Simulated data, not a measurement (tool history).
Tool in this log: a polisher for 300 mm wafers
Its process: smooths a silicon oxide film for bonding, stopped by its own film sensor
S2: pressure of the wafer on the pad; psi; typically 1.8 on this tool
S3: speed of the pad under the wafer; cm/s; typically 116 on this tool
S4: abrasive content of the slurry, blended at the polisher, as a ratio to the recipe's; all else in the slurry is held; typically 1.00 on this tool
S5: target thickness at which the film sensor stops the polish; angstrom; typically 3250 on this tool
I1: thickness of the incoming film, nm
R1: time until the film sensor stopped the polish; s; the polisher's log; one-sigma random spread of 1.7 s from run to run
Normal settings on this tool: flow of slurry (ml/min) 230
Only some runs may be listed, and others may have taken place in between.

{"run": 1, "hour": 0.0, "flow of slurry (ml/min)": 230, "S2": 1.8, "S3": 116, "S4": 1.0, "S5": 3250, "I1": 404.3, "R1": 99.4}
{"run": 2, "hour": 35.7, "flow of slurry (ml/min)": 230, "S2": 1.8, "S3": 116, "S4": 1.0, "S5": 3250, "I1": 406.1, "R1": 105.2}
{"run": 3, "hour": 59.4, "flow of slurry (ml/min)": 230, "S2": 1.8, "S3": 116, "S4": 1.0, "S5": 3250, "I1": 396.4, "R1": 89.9}
{"hour": 85.2, "done": "head pressure recalibrated"}
{"run": 4, "hour": 86.9, "flow of slurry (ml/min)": 230, "S2": 1.8, "S3": 116, "S4": 1.0, "S5": 3250, "I1": 398.5, "R1": 92.3}
{"run": 5, "hour": 99.6, "flow of slurry (ml/min)": 230, "S2": 1.8, "S3": 116, "S4": 1.0, "S5": 3250, "I1": 404.7, "R1": 97.4}
{"run": 6, "hour": 132.4, "flow of slurry (ml/min)": 230, "S2": 1.8, "S3": 116, "S4": 1.0, "S5": 3250, "I1": 397.9, "R1": 93.5}
{"run": 7, "hour": 163.6, "flow of slurry (ml/min)": 230, "S2": 1.8, "S3": 116, "S4": 1.0, "S5": 3250, "I1": 398.3, "R1": 94.3}
{"run": 8, "hour": 195.9, "flow of slurry (ml/min)": 230, "S2": 2.1, "S3": 116, "S4": 1.0, "S5": 3250, "I1": 396.3, "R1": 85.9}
{"run": 9, "hour": 214.5, "flow of slurry (ml/min)": 230, "S2": 2.2, "S3": 116, "S4": 1.1, "S5": 3250, "I1": 398.7, "R1": 83.1}
{"hour": 221.1, "done": "worn pad replaced by a new one"}
{"run": 10, "hour": 232.9, "flow of slurry (ml/min)": 230, "S2": 1.3, "S3": 116, "S4": 0.8, "S5": 3140, "I1": 409.1, "R1": 169.8}
{"run": 11, "hour": 265.5, "flow of slurry (ml/min)": 230, "S2": 1.8, "S3": 116, "S4": 1.0, "S5": 3250, "I1": 403.0, "R1": 108.1}
{"hour": 284.0, "done": "slurry blender recalibrated"}
{"run": 12, "hour": 291.7, "flow of slurry (ml/min)": 230, "S2": 1.8, "S3": 116, "S4": 1.2, "S5": 3180, "I1": 397.5, "R1": 93.9}
{"run": 13, "hour": 304.7, "flow of slurry (ml/min)": 230, "S2": 1.4, "S3": 116, "S4": 1.0, "S5": 3450, "I1": 397.7, "R1": 79.3}
{"run": 14, "hour": 331.8, "flow of slurry (ml/min)": 230, "S2": 1.8, "S3": 116, "S4": 1.0, "S5": 3250, "I1": 405.3, "R1": 103.1}
{"run": 15, "hour": 353.0, "flow of slurry (ml/min)": 205, "S2": 1.8, "S3": 116, "S4": 1.0, "S5": 3340, "I1": 401.6, "R1": 86.3}
{"run": 16, "hour": 376.7, "flow of slurry (ml/min)": 285, "S2": 1.8, "S3": 116, "S4": 1.0, "S5": 3250, "I1": 406.5, "R1": 102.0}
{"run": 17, "hour": 399.4, "flow of slurry (ml/min)": 230, "S2": 2.3, "S3": 116, "S4": 1.0, "S5": 3250, "I1": 391.8, "R1": 76.9}
{"run": 18, "hour": 425.3, "flow of slurry (ml/min)": 285, "S2": 1.8, "S3": 92, "S4": 1.25, "S5": 3410, "I1": 403.4, "R1": 88.1}
{"run": 19, "hour": 450.0, "flow of slurry (ml/min)": 230, "S2": 1.8, "S3": 116, "S4": 1.0, "S5": 3250, "I1": 399.9, "R1": 98.3}
{"run": 20, "hour": 467.0, "flow of slurry (ml/min)": 230, "S2": 1.8, "S3": 116, "S4": 1.0, "S5": 3250, "I1": 400.9, "R1": 103.1}
{"hour": 486.9, "done": "worn pad replaced by a new one"}
{"run": 21, "hour": 496.7, "flow of slurry (ml/min)": 230, "S2": 2.0, "S3": 84, "S4": 1.0, "S5": 3250, "I1": 399.6, "R1": 121.9}
{"run": 22, "hour": 521.7, "flow of slurry (ml/min)": 230, "S2": 2.0, "S3": 116, "S4": 1.15, "S5": 3250, "I1": 401.5, "R1": 94.2}
{"run": 23, "hour": 545.3, "flow of slurry (ml/min)": 230, "S2": 1.5, "S3": 116, "S4": 1.0, "S5": 3250, "I1": 397.7, "R1": 113.8}
{"run": 24, "hour": 561.6, "flow of slurry (ml/min)": 230, "S2": 1.8, "S3": 116, "S4": 1.0, "S5": 3110, "I1": 406.3, "R1": 131.1}
{"run": 25, "hour": 588.4, "flow of slurry (ml/min)": 180, "S2": 1.8, "S3": 106, "S4": 0.75, "S5": 3250, "I1": 400.5, "R1": 135.9}
{"hour": 594.7, "done": "slurry blender recalibrated"}
{"run": 26, "hour": 624.3, "flow of slurry (ml/min)": 230, "S2": 1.3, "S3": 116, "S4": 1.0, "S5": 3010, "I1": 403.7, "R1": 166.5}

Run 27 comes next. What will it give?
{"run": 27, "hour": 651.1, "flow of slurry (ml/min)": 230, "S2": 1.8, "S3": 116, "S4": 1.3, "S5": 3250, "I1": 405.5, "R1": "?"}

{"run 27": {"R1": 100.2}}
On a tool with no hidden condition, and with the same random variation, this run would have come out at R1 92.4 s.

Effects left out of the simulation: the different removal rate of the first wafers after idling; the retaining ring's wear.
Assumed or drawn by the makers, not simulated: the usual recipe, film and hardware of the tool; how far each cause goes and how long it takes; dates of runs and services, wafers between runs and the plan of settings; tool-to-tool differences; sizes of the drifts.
